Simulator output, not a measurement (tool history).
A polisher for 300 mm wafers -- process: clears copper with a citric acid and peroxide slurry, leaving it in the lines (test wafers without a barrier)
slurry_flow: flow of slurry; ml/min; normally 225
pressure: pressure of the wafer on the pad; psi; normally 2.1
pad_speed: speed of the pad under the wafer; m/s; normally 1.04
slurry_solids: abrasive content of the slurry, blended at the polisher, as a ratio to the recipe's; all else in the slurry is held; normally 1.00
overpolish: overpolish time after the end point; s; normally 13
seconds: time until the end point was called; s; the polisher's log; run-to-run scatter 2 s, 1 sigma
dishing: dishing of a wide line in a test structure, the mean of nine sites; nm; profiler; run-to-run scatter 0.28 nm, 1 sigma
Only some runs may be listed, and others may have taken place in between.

| run | hour | slurry_flow | pressure | pad_speed | slurry_solids | overpolish | incoming thickness of the incoming film, nm | seconds | dishing |
|---|---|---|---|---|---|---|---|---|---|
| 1 | 0.0 | 225 | 2.1 | 1.28 | 1.00 | 13 | 257.1 | 136.2 | 18.3 |
| 2 | 82.0 | 265 | 2.1 | 1.04 | 1.00 | 13 | 253.1 | 153.0 | 16.0 |
|  | 95.4 | worn pad replaced by a new one |
| 3 | 170.5 | 225 | 2.1 | 1.04 | 1.00 | 15 | 259.8 | 166.3 | 17.5 |
| 4 | 211.7 | 225 | 2.1 | 1.04 | 1.00 | 13 | 255.6 | 162.6 | 15.1 |
| 5 | 293.1 | 225 | 2.1 | 1.04 | 1.00 | 13 | 255.5 | 162.5 | 15.4 |
| 6 | 343.1 | 225 | 2.1 | 0.82 | 1.00 | 13 | 253.6 | 200.7 | 12.6 |
|  | 404.6 | slurry blender recalibrated |
| 7 | 411.8 | 225 | 2.1 | 0.80 | 0.75 | 13 | 259.8 | 226.2 | 11.5 |
|  | 425.1 | slurry nozzle cleaned, repeated, since the last time left the tool worse |
| 8 | 490.4 | 225 | 2.1 | 1.04 | 1.00 | 13 | 258.1 | 149.5 | 16.7 |
| 9 | 586.3 | 225 | 2.1 | 0.88 | 0.75 | 13 | 256.5 | 177.5 | 14.1 |
| 10 | 631.0 | 225 | 2.1 | 1.04 | 1.00 | 13 | 260.0 | 146.4 | 16.5 |
|  | 639.9 | head pressure recalibrated |
| 11 | 718.9 | 160 | 1.4 | 0.94 | 1.00 | 13 | 255.5 | 246.8 | 10.0 |
|  | 747.1 | worn pad replaced by a new one |
| 12 | 761.3 | 225 | 1.7 | 0.80 | 1.00 | 13 | 254.9 | 222.4 | 11.7 |
| 13 | 802.3 | 225 | 1.8 | 1.04 | 1.00 | 13 | 257.4 | 173.0 | 14.4 |
| 14 | 876.7 | 225 | 1.6 | 1.32 | 1.00 | 13 | 253.9 | 163.0 | 15.5 |
| 15 | 915.2 | 175 | 2.1 | 1.04 | 1.00 | 13 | 254.7 | 154.0 | 15.8 |
| 16 | 979.7 | 225 | 2.1 | 1.04 | 1.00 | 13 | 258.3 | 151.5 | 15.8 |
| 17 | 1048.5 | 225 | 2.1 | 1.04 | 1.00 | 16 | 253.1 | 148.0 | 20.1 |
|  | 1123.1 | slurry blender recalibrated |
|  | 1272.1 | head pressure recalibrated |
|  | 1294.8 | slurry nozzle cleaned |
| 18 | 1343.3 | 165 | 1.6 | 1.30 | 1.00 | 17 | 254.3 | 172.1 | 18.8 |
|  | 1384.6 | worn pad replaced by a new one |
| 19 | 1422.1 | 295 | 2.1 | 1.36 | 0.75 | 17 | 251.4 | 120.8 | 25.3 |
| 20 | 1487.8 | 225 | 2.4 | 1.04 | 1.00 | 13 | 259.0 | 130.8 | 19.2 |
| 21 | 1575.5 | 165 | 2.1 | 0.82 | 0.90 | 16 | 254.5 | 189.2 | 16.3 |
| 22 | 1613.6 | 180 | 2.1 | 1.20 | 1.00 | 13 | 252.8 | 134.9 | 17.8 |
| 23 | 1697.0 | 225 | 2.1 | 0.90 | 1.00 | 7 | 251.7 | 167.6 | 8.3 |
| 24 | 1787.2 | 225 | 1.6 | 1.34 | 0.90 | 15 | 260.3 | 165.0 | 17.1 |
|  | 1812.3 | slurry blender recalibrated |
| 25 | 1844.5 | 225 | 1.5 | 1.04 | 1.10 | 11 | 250.8 | 207.2 | 10.4 |
|  | 1891.0 | head pressure recalibrated |
| 26 | 1939.4 | 225 | 2.1 | 0.88 | 1.10 | 13 | 251.5 | 165.0 | 14.7 |
|  | 2028.6 | slurry nozzle cleaned |
| 27 | 2036.6 | 225 | 2.1 | 1.04 | 1.00 | 13 | 255.2 | 147.4 | 17.0 |

Consider 5 possible next runs. They are alternatives, not a sequence: every one starts from the tool as it was left by run 27. What does each give?
| A | 2037.1 | 260 | 2.1 | 1.04 | 1.00 | 13 | 258.2 | ? | ? |
| B | 2037.1 | 225 | 1.8 | 1.04 | 1.10 | 11 | 258.2 | ? | ? |
| C | 2037.1 | 225 | 1.9 | 1.04 | 1.20 | 13 | 258.2 | ? | ? |
| D | 2037.1 | 225 | 2.4 | 0.70 | 1.15 | 21 | 258.2 | ? | ? |
| E | 2037.1 | 225 | 2.1 | 1.04 | 1.15 | 15 | 258.2 | ? | ? |

| run | seconds | dishing |
|---|---|---|
| A | 143.5 | 16.8 |
| B | 166.6 | 12.5 |
| C | 155.9 | 15.5 |
| D | 168.0 | 22.6 |
| E | 142.6 | 19.3 |
Without the tool's unlogged condition, the same runs would have read:
| run | seconds | dishing |
|---|---|---|
| A | 143.3 | 16.8 |
| B | 166.4 | 12.5 |
| C | 155.7 | 15.6 |
| D | 167.8 | 22.6 |
| E | 142.3 | 19.3 |
